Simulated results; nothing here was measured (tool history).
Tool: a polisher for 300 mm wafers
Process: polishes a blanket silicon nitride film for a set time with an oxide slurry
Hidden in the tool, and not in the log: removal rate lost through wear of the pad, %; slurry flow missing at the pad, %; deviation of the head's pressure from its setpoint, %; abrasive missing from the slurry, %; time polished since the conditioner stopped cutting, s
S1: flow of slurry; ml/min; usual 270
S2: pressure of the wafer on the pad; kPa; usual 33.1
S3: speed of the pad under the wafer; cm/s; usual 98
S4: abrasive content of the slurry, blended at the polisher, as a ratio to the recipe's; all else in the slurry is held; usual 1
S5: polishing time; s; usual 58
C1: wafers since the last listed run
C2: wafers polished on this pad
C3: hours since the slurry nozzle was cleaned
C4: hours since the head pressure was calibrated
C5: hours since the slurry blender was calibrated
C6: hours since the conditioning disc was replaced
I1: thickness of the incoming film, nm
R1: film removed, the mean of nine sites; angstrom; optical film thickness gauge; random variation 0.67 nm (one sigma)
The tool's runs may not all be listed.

| run | hour | S1 | S2 | S3 | S4 | S5 | C1 | C2 | C3 | C4 | C5 | C6 | I1 | R1 |
|---|---|---|---|---|---|---|---|---|---|---|---|---|---|---|
| 1 | 0 | 270 | 33.1 | 98 | 1 | 54 | 0 | 341 | 444.2 | 1105.2 | 428.7 | 463.5 | 570.1 | 446 |
| 2 | 6.1 | 270 | 33.1 | 98 | 1 | 54 | 58 | 399 | 450.3 | 1111.3 | 434.8 | 469.6 | 573.1 | 433 |
| 3 | 20.9 | 270 | 33.1 | 98 | 1 | 54 | 140 | 540 | 465.1 | 1126.1 | 449.6 | 484.4 | 580.5 | 412 |
| 4 | 35.9 | 330 | 33.1 | 118 | 1 | 58 | 142 | 683 | 480.1 | 1141.1 | 464.6 | 499.4 | 561 | 479 |
|  | 48.1 | worn pad replaced by a new one |
| 5 | 51.3 | 270 | 33.1 | 98 | 1 | 58 | 108 | 30 | 495.5 | 1156.5 | 480 | 514.8 | 568.1 | 491 |
| 6 | 66.3 | 270 | 33.1 | 98 | 1 | 58 | 142 | 173 | 510.5 | 1171.5 | 495 | 529.8 | 578.1 | 490 |
| 7 | 73.7 | 270 | 33.1 | 88 | 1 | 58 | 70 | 244 | 517.9 | 1178.9 | 502.4 | 537.2 | 570.1 | 448 |
|  | 83.6 | slurry nozzle cleaned |
| 8 | 84.6 | 200 | 28.3 | 98 | 1 | 58 | 94 | 338 | 1 | 1189.8 | 513.3 | 548.1 | 559.4 | 390 |
|  | 89.2 | conditioning disc replaced and pad reconditioned |
|  | 99 | slurry blender recalibrated |
| 9 | 101.3 | 200 | 28.3 | 98 | 1 | 58 | 120 | 459 | 17.7 | 1206.5 | 2.3 | 12.1 | 566.5 | 386 |
| 10 | 112.2 | 335 | 33.1 | 98 | 1 | 58 | 103 | 563 | 28.6 | 1217.4 | 13.2 | 23 | 575.1 | 446 |
|  | 119.4 | worn pad replaced by a new one |
| 11 | 119.9 | 270 | 33.1 | 98 | 1.25 | 58 | 35 | 4 | 36.3 | 1225.1 | 20.9 | 30.7 | 574.9 | 521 |
| 12 | 128.4 | 320 | 33.1 | 98 | 1 | 58 | 80 | 85 | 44.8 | 1233.6 | 29.4 | 39.2 | 573.6 | 488 |
| 13 | 135.5 | 220 | 37.2 | 76 | 1 | 77 | 67 | 152 | 51.9 | 1240.7 | 36.5 | 46.3 | 572.9 | 590 |
|  | 139.4 | head pressure recalibrated |
| 14 | 143.5 | 240 | 33.1 | 98 | 0.75 | 50 | 57 | 210 | 59.9 | 4.1 | 44.5 | 54.3 | 579.5 | 389 |
| 15 | 160.4 | 270 | 33.1 | 84 | 1 | 69 | 160 | 371 | 76.8 | 21 | 61.4 | 71.2 | 573.2 | 484 |
| 16 | 166.8 | 270 | 33.1 | 98 | 1 | 44 | 60 | 431 | 83.2 | 27.4 | 67.8 | 77.6 | 563.3 | 347 |
| 17 | 183.9 | 270 | 33.1 | 84 | 1 | 69 | 162 | 594 | 100.3 | 44.5 | 84.9 | 94.7 | 566.2 | 472 |
| 18 | 192.1 | 270 | 33.1 | 98 | 1 | 58 | 78 | 672 | 108.5 | 52.7 | 93.1 | 102.9 | 569.3 | 421 |

The tool's hidden state at each run:
slurry flow missing at the pad, %: 0 in every run
deviation of the head's pressure from its setpoint, %: 0 in every run
abrasive missing from the slurry, %: 0 in every run
time polished since the conditioner stopped cutting, s: 0 in every run
H1: removal rate lost through wear of the pad, %
| run | H1 |
|---|---|
| 1 | 3.57 |
| 2 | 4.7 |
| 3 | 8.16 |
| 4 | 12.7 |
| 5 | 0.796 |
| 6 | 1.56 |
| 7 | 2.33 |
| 8 | 3.93 |
| 9 | 7.48 |
| 10 | 10.5 |
| 11 | 1.04 |
| 12 | 1.23 |
| 13 | 1.65 |
| 14 | 2.41 |
| 15 | 5.01 |
| 16 | 6.35 |
| 17 | 10.9 |
| 18 | 13.5 |
